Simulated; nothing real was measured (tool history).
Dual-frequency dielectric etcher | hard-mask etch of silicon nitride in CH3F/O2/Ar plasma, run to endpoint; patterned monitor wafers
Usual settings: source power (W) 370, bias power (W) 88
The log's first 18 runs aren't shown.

run,day,source power (W),bias power (W),wafers since the last listed run,hours since the last wet clean,hours since the last source power generator calibration,hours since the last bias power generator calibration,hours since the last upper electrode change,"incoming incoming film thickness, nm",endpoint time (s)
19,15.775,370,88,111,528.6,85.3,77.8,26.7,31.43,42.7
20,16.696,300,102,177,550.7,107.4,99.9,48.8,31.83,43.7
21,17.517,370,88,158,570.4,127.1,119.6,68.5,31.52,43
22,18.079,400,66,108,583.9,140.6,133.1,82,31.78,46.4
23,19.512,370,72,276,618.3,175,167.5,116.4,31.38,45.8
# day 20.588: wet clean of the chamber
24,20.838,370,69,62,6,206.8,199.3,148.2,31.63,46.1
25,22.096,370,72,243,36.2,237,229.5,178.4,31.64,45.5
26,22.654,370,88,107,49.6,250.4,242.9,191.8,31.81,42.9
27,23.75,370,88,211,75.9,276.7,269.2,218.1,31.67,42.7
28,24.325,320,88,111,89.7,290.5,283,231.9,31.76,44.5
29,25.371,420,105,202,114.8,315.6,308.1,257,31.8,39
30,26.8,400,72,276,149.1,349.9,342.4,291.3,31.97,45.1
31,27.558,370,88,146,167.3,368.1,360.6,309.5,31.7,43
32,28.479,370,71,177,189.4,390.2,382.7,331.6,31.67,45.8
33,29.842,300,76,263,222.1,422.9,415.4,364.3,31.75,47.8
34,30.625,440,88,151,240.9,441.7,434.2,383.1,31.77,40.8
35,31.154,370,68,102,253.6,454.4,446.9,395.8,31.36,46.3
36,32.038,410,88,170,274.8,475.6,468.1,417,31.83,41.6

Forecast each of these 3 alternatives for the next run:
A,32.054,370,88,3,275.2,476,468.5,417.4,31.71,?
B,32.054,410,110,3,275.2,476,468.5,417.4,31.71,?
C,32.054,330,105,3,275.2,476,468.5,417.4,31.71,?

run,endpoint time (s)
A,43
B,38.7
C,41.9
Without the tool's hidden state the same runs would have given:
run,endpoint time (s)
A,42.6
B,38.3
C,41.4

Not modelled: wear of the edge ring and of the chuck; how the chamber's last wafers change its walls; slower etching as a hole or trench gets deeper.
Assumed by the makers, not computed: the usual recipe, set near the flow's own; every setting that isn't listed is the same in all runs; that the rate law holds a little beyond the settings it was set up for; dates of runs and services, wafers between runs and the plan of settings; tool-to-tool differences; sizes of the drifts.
